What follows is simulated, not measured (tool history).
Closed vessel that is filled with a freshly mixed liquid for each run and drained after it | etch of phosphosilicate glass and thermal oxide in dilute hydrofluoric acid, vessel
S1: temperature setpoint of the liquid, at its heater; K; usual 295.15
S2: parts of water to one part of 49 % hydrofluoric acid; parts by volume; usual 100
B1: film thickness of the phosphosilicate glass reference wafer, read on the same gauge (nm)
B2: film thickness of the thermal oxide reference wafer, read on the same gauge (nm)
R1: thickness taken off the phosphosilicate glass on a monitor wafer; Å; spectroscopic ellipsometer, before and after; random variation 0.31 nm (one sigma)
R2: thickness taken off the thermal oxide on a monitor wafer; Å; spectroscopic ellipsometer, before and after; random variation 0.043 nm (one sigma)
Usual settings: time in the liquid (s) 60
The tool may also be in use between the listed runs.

run 1 hour=0 | S1=295.15 S2=100 time_in_the_liquid_(s)=60 | B1=149.99 B2=100.048 | R1=463.4 R2=27.34
-- hour=16.9 gauge calibrated
run 2 hour=33.4 | S1=295.15 S2=100 time_in_the_liquid_(s)=60 | B1=149.98 B2=99.981 | R1=466.7 R2=26.63
run 3 hour=61.6 | S1=295.15 S2=100 time_in_the_liquid_(s)=60 | B1=149.99 B2=100.021 | R1=461.3 R2=26.98
run 4 hour=83.8 | S1=295.15 S2=100 time_in_the_liquid_(s)=85 | B1=149.99 B2=99.996 | R1=657 R2=38.45
run 5 hour=108.4 | S1=295.15 S2=100 time_in_the_liquid_(s)=60 | B1=149.98 B2=99.995 | R1=453 R2=26.67
run 6 hour=136.5 | S1=295.15 S2=100 time_in_the_liquid_(s)=60 | B1=149.99 B2=99.997 | R1=458.1 R2=26.71
run 7 hour=170.2 | S1=295.15 S2=100 time_in_the_liquid_(s)=60 | B1=149.98 B2=99.983 | R1=457.8 R2=26.46
run 8 hour=191.1 | S1=295.15 S2=100 time_in_the_liquid_(s)=60 | B1=150.01 B2=99.987 | R1=457.6 R2=26.39
run 9 hour=225.3 | S1=295.15 S2=100 time_in_the_liquid_(s)=60 | B1=149.99 B2=99.99 | R1=454.2 R2=26.49
run 10 hour=303.1 | S1=295.15 S2=100 time_in_the_liquid_(s)=60 | B1=149.99 B2=99.998 | R1=450.3 R2=25.63
run 11 hour=334.5 | S1=295.15 S2=100 time_in_the_liquid_(s)=60 | B1=150 B2=99.99 | R1=447.9 R2=25.53
run 12 hour=369.5 | S1=295.15 S2=90 time_in_the_liquid_(s)=60 | B1=150.01 B2=100.056 | R1=505.2 R2=28.75
run 13 hour=401.6 | S1=295.15 S2=140 time_in_the_liquid_(s)=80 | B1=149.99 B2=99.957 | R1=407.5 R2=23.59
run 14 hour=434.6 | S1=295.15 S2=100 time_in_the_liquid_(s)=90 | B1=150.01 B2=99.966 | R1=675.5 R2=38.59
run 15 hour=453 | S1=297.65 S2=60 time_in_the_liquid_(s)=60 | B1=150 B2=100.037 | R1=868.6 R2=49.8
run 16 hour=481.1 | S1=293.15 S2=85 time_in_the_liquid_(s)=35 | B1=150 B2=100.015 | R1=286.6 R2=16.01
run 17 hour=504.6 | S1=295.15 S2=100 time_in_the_liquid_(s)=60 | B1=149.99 B2=100.036 | R1=437.3 R2=25.47
run 18 hour=530.7 | S1=291.15 S2=150 time_in_the_liquid_(s)=60 | B1=150 B2=99.981 | R1=238.2 R2=13.89
-- hour=559.7 gauge calibrated
run 19 hour=563.6 | S1=298.65 S2=65 time_in_the_liquid_(s)=85 | B1=150 B2=99.99 | R1=1146.4 R2=65.87
-- hour=574.3 thermometer replaced
-- hour=589.5 hydrofluoric acid flow meter replaced
run 20 hour=594.1 | S1=300.15 S2=100 time_in_the_liquid_(s)=75 | B1=149.98 B2=99.984 | R1=730.8 R2=41.7
run 21 hour=617.5 | S1=295.15 S2=70 time_in_the_liquid_(s)=90 | B1=150.01 B2=100.038 | R1=1051 R2=60.1
run 22 hour=634.3 | S1=299.65 S2=75 time_in_the_liquid_(s)=50 | B1=149.97 B2=99.996 | R1=652.9 R2=36.53
run 23 hour=646.5 | S1=293.15 S2=80 time_in_the_liquid_(s)=70 | B1=150 B2=99.97 | R1=651.6 R2=39.03
run 24 hour=663.6 | S1=298.15 S2=135 time_in_the_liquid_(s)=30 | B1=150 B2=100.046 | R1=188.6 R2=10.95
run 25 hour=684.7 | S1=290.15 S2=115 time_in_the_liquid_(s)=30 | B1=150 B2=100.036 | R1=165.6 R2=9.65
run 26 hour=745.5 | S1=295.15 S2=90 time_in_the_liquid_(s)=60 | B1=149.99 B2=99.985 | R1=524.9 R2=29.36

3 ways to go on from here, each from the tool as it stands after run 26. What would each give?
run A hour=746.2 | S1=295.15 S2=70 time_in_the_liquid_(s)=60 | B1=? B2=? | R1=? R2=?
run B hour=746.2 | S1=293.15 S2=60 time_in_the_liquid_(s)=60 | B1=? B2=? | R1=? R2=?
run C hour=746.2 | S1=290.15 S2=140 time_in_the_liquid_(s)=75 | B1=? B2=? | R1=? R2=?

run=A B1=149.99 B2=99.999 R1=703.3 R2=39.88
run=B B1=149.99 B2=99.999 R1=764.2 R2=43.34
run=C B1=149.99 B2=99.999 R1=331 R2=18.77
Without the tool's hidden state the same runs would have given:
run=A R1=718 R2=40.72
run=B R1=780.1 R2=44.24
run=C R1=338.3 R2=19.18
